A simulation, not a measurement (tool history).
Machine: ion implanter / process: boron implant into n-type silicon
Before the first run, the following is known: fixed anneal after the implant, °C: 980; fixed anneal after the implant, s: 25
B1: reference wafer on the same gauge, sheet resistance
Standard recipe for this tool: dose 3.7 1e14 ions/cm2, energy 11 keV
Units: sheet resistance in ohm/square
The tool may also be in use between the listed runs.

run 1 hour=0 | dose=3.25 energy=11 | B1=302.98 | sheet_resistance=338.72
run 2 hour=32.6 | dose=3.25 energy=11 | B1=303.18 | sheet_resistance=337.85
run 3 hour=59.1 | dose=3.7 energy=8.5 | B1=303.04 | sheet_resistance=311.24
run 4 hour=75.2 | dose=3.7 energy=8 | B1=303 | sheet_resistance=313.11
run 5 hour=94.4 | dose=4.34 energy=11 | B1=302.53 | sheet_resistance=266.61
run 6 hour=125.9 | dose=3.7 energy=11 | B1=303.01 | sheet_resistance=304.99
-- hour=134.9 gauge calibrated
run 7 hour=156.9 | dose=4.51 energy=8.5 | B1=303.42 | sheet_resistance=265.93
run 8 hour=171.5 | dose=4.51 energy=8.5 | B1=302.72 | sheet_resistance=265.83
-- hour=202.5 extraction supply calibrated
run 9 hour=203 | dose=4.71 energy=11 | B1=303.12 | sheet_resistance=252.63
run 10 hour=217.9 | dose=4.68 energy=11 | B1=303.24 | sheet_resistance=252.03
-- hour=243.2 Faraday cup replaced and dose calibrated
run 11 hour=319.2 | dose=3.25 energy=11 | B1=302.92 | sheet_resistance=328.98
run 12 hour=343.2 | dose=3.7 energy=11 | B1=302.94 | sheet_resistance=295.13
run 13 hour=356.1 | dose=4.71 energy=12.5 | B1=303.44 | sheet_resistance=242.42
run 14 hour=372.3 | dose=4.67 energy=8.5 | B1=302.85 | sheet_resistance=251.34
run 15 hour=408.1 | dose=3.7 energy=14.5 | B1=302.21 | sheet_resistance=289.1
run 16 hour=435.1 | dose=2.95 energy=14.5 | B1=303.28 | sheet_resistance=349.57

4 options for the next run, each taken on its own from the tool as it stands now. Forecast them:
run A hour=435.5 | dose=3.7 energy=11 | B1=? | sheet_resistance=?
run B hour=435.5 | dose=4.32 energy=8 | B1=? | sheet_resistance=?
run C hour=435.5 | dose=3.21 energy=13.5 | B1=? | sheet_resistance=?
run D hour=435.5 | dose=2.83 energy=14 | B1=? | sheet_resistance=?

run=A B1=303.32 sheet_resistance=298.32
run=B B1=303.32 sheet_resistance=270.09
run=C B1=303.32 sheet_resistance=329.08
run=D B1=303.32 sheet_resistance=362.84
Without the tool's unlogged condition, the same runs would have read:
run=A sheet_resistance=295.27
run=B sheet_resistance=267.35
run=C sheet_resistance=325.8
run=D sheet_resistance=359.27
